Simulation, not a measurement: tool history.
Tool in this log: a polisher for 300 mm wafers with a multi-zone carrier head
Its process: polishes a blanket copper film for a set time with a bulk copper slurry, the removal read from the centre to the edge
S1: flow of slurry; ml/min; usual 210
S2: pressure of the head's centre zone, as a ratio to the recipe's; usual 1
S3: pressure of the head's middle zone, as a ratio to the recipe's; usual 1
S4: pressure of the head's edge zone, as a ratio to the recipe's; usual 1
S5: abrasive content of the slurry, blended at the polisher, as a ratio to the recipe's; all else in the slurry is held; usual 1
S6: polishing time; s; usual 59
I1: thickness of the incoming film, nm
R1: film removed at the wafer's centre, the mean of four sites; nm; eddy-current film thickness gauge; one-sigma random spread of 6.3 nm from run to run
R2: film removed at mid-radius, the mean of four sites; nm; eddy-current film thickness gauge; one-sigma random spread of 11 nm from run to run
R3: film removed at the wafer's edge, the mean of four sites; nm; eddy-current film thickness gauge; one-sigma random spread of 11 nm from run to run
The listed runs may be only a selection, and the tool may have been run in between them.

run,hour,S1,S2,S3,S4,S5,S6,I1,R1,R2,R3
1,0,210,1,1,1,1,59,4501.6,828.6,789.4,787.3
2,13.9,210,1,0.93,1,1,59,4559.2,829.3,752.8,813.6
3,24.5,210,1,1,1.05,1,42,4623.5,578.3,575.5,579.6
# hour 27.9: centre zone pressure recalibrated
# hour 41.4: edge zone pressure recalibrated
4,41.9,170,1.08,1.08,1,1,39,4590.4,557.5,539.4,509.3
5,57,210,1,1,1,1,44,4666,614,595.9,578.9
6,73.7,280,1,1.07,1,1,59,4625.2,844.1,856.3,819.1
7,81.8,210,0.94,1.1,0.91,1.3,59,4599.1,815.4,932.4,844.3
8,98,145,1,1.04,0.9,1,42,4562.5,533.3,562,513.6
9,106.2,210,1,1,1,1,59,4563.8,822.9,807.7,802.5
10,117.7,210,1.11,1,1,1,59,4478.7,914.6,805.3,785.2
11,135.7,240,1,1,1,1,59,4592.5,828.7,822,797.4
# hour 149.3: worn pad replaced by a new one
12,149.8,265,1,1.04,1,1,59,4532.1,845.3,858,837.8
13,159.5,210,1,1,1,1,59,4641.4,817.1,822.4,799.2
14,170,170,0.91,1,1.08,0.8,59,4593.7,669.7,724.5,762.1
15,181.1,210,1,1,1,1,49,4554.2,684.8,667.7,663
# hour 196.4: slurry nozzle cleaned
16,196.9,210,1.12,0.95,0.93,1.25,59,4606.4,968.8,820.4,802.4
17,210.8,210,1,1,1,1,59,4582.7,817.3,813.3,806.4
18,222.7,210,1,1,1,1,59,4583.9,813,804.1,797.5

Predict the results of run 19:
19,231.8,210,1,0.89,1,1,73,4531.6,?,?,?

Run 19 came out at R1 1010.9 nm, R2 938.4 nm, R3 974.1 nm.
Minus the tool's unlogged condition, the same run would have read R1 1010.9 nm, R2 938.4 nm, R3 974.1 nm.
